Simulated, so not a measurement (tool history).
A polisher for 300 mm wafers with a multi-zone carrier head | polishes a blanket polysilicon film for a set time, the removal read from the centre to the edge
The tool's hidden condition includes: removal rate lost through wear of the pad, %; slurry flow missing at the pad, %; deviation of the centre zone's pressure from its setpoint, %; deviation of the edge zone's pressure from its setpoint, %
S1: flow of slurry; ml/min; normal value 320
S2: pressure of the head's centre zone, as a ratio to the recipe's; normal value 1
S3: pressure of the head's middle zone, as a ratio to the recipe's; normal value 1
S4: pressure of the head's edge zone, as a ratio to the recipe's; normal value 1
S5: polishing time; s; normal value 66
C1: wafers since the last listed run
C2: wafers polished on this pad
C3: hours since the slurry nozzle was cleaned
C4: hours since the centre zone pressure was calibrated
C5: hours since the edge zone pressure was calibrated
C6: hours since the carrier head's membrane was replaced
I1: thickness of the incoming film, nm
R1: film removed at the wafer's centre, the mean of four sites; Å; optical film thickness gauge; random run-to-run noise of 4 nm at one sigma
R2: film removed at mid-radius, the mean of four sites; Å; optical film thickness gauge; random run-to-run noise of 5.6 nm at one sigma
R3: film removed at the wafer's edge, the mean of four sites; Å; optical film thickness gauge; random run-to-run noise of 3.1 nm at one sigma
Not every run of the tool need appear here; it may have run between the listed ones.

run,hour,S1,S2,S3,S4,S5,C1,C2,C3,C4,C5,C6,I1,R1,R2,R3
1,0,285,1,1.1,0.96,66,0,802,66.9,575.1,171.3,499.7,2127.7,4314,4758,4207
2,15.6,275,1,1,1,66,93,896,82.5,590.7,186.9,515.3,2101.4,4332,4285,4248
3,29.7,290,1,1,1,66,84,981,96.6,604.8,201,529.4,2106.4,4286,4268,4311
# hour 45.7: worn pad replaced by a new one
4,61.6,285,1.11,1.09,1,66,167,95,128.5,636.7,232.9,561.3,2147.1,4553,4552,4328
5,85,320,1,1.08,1,66,140,236,151.9,660.1,256.3,584.7,2147,4233,4473,4303
6,110.1,250,1,0.92,1,66,151,387,177,685.2,281.4,609.8,2101.8,4164,3847,4226
7,130,320,1,1.09,0.93,75,119,507,196.9,705.1,301.3,629.7,2158.8,4872,5135,4691
8,149.7,320,1,1.09,0.93,75,118,625,216.6,724.8,321,649.4,2112.4,4886,5177,4712
# hour 198.6: carrier head's membrane replaced by a new one
# hour 249.7: edge zone pressure recalibrated
9,250.2,320,0.88,1,0.95,88,562,1188,317.1,825.3,0.5,51.6,2161.3,5070,5632,5554
# hour 260.7: centre zone pressure recalibrated
# hour 269.6: worn pad replaced by a new one
10,270.1,425,1,0.94,0.91,84,83,3,337,9.4,20.4,71.5,2104.4,5550,5265,5218
11,299.8,320,1,1,1,66,178,182,366.7,39.1,50.1,101.2,2137.3,4255,4159,4260
12,323,320,1,1,0.92,66,139,321,389.9,62.3,73.3,124.4,2107,4168,4176,4122
13,347.8,320,1,1,1,66,149,471,414.7,87.1,98.1,149.2,2130.8,4200,4193,4250
14,370.2,320,1,1.09,0.93,75,134,605,437.1,109.5,120.5,171.6,2131.7,4752,5112,4672
15,391,320,1,1,1,66,125,731,457.9,130.3,141.3,192.4,2111.2,4207,4190,4238

Run 16, settings as shown, results not yet in. Your forecast:
16,410.8,400,1,1,1,66,119,850,477.7,150.1,161.1,212.2,2129.6,?,?,?

R1: 4288 Å
R2: 4320 Å
R3: 4313 Å
Had the tool carried no hidden state, the very same run would have given R1 4448 Å, R2 4465 Å, R3 4424 Å.

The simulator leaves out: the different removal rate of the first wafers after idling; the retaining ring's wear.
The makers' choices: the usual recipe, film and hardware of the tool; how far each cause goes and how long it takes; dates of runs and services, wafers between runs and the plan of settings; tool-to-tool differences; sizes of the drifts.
